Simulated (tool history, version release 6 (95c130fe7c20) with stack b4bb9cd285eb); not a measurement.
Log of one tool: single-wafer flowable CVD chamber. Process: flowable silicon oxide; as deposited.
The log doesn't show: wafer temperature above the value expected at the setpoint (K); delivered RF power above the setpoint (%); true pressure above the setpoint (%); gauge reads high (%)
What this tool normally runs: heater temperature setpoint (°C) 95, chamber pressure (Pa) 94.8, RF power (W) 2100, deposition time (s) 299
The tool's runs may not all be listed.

run,hour,heater temperature setpoint (°C),chamber pressure (Pa),RF power (W),deposition time (s),wafers since the last listed run,hours since the last thermocouple change,hours since the last RF generator calibration,hours since the last manometer calibration,hours since the showerhead was replaced,hours since the gauge calibration,"read-back reference wafer on the same gauge, thickness_nm",mean film thickness on the monitor wafer (angstrom)
1,0.0,95,94.8,2100,299,0,1566.6,133.9,43.9,7819.8,2677.4,193.899,2057.13
2,92.4,95,94.8,2100,299,644,1659.0,226.3,136.3,7912.2,2769.8,193.938,2058.44
3,162.5,95,94.8,2100,299,489,1729.1,296.4,206.4,7982.3,2839.9,193.964,2034.33
4,214.9,95,94.8,2100,299,365,1781.5,348.8,258.8,8034.7,2892.3,193.871,2067.46
5,279.4,95,102.5,2100,299,450,1846.0,413.3,323.3,8099.2,2956.8,193.710,2225.19
6,333.5,95,88.1,2100,279,377,1900.1,467.4,377.4,8153.3,3010.9,194.071,1779.61
7,439.2,108,94.8,1970,299,737,2005.8,573.1,483.1,8259.0,3116.6,194.311,1340.47
8,498.0,95,94.8,2285,351,410,2064.6,631.9,541.9,8317.8,3175.4,193.943,2487.52
9,598.7,110,94.8,2100,299,702,2165.3,732.6,642.6,8418.5,3276.1,193.665,1274.61
# hour 629.2: showerhead replaced
10,693.3,95,94.8,2100,299,604,2259.9,827.2,737.2,64.1,3370.7,194.117,2056.87
11,737.6,95,77.6,2100,299,309,2304.2,871.5,781.5,108.4,3415.0,193.887,1707.70
12,843.6,95,94.8,2100,299,739,2410.2,977.5,887.5,214.4,3521.0,194.066,2089.54
13,950.3,95,94.8,2100,299,744,2516.9,1084.2,994.2,321.1,3627.7,194.048,2085.32
# hour 1019.7: gauge calibrated
14,1037.9,100,76.4,2100,299,611,2604.5,1171.8,1081.8,408.7,18.2,194.349,1426.59
15,1075.0,107,109.5,2100,299,258,2641.6,1208.9,1118.9,445.8,55.3,193.991,1618.36
16,1165.1,95,85.9,2100,349,628,2731.7,1299.0,1209.0,535.9,145.4,194.074,2207.18
# hour 1196.1: thermocouple changed; heater temperature recalibrated
17,1239.5,107,94.8,2290,316,463,43.4,1373.4,1283.4,610.3,219.8,194.086,1472.88
18,1344.1,95,106.0,2100,299,730,148.0,1478.0,1388.0,714.9,324.4,194.052,2278.36

Run 19 has not been measured yet. What should we expect?
19,1439.7,95,94.8,2100,299,667,243.6,1573.6,1483.6,810.5,420.0,?,?

{"run 19": {"read-back reference wafer on the same gauge, thickness_nm": 193.707, "mean film thickness on the monitor wafer (angstrom)": 2047.17}}
With the hidden condition absent and the run-to-run variation left alone, this run would have shown mean film thickness on the monitor wafer (angstrom) 2047.90.
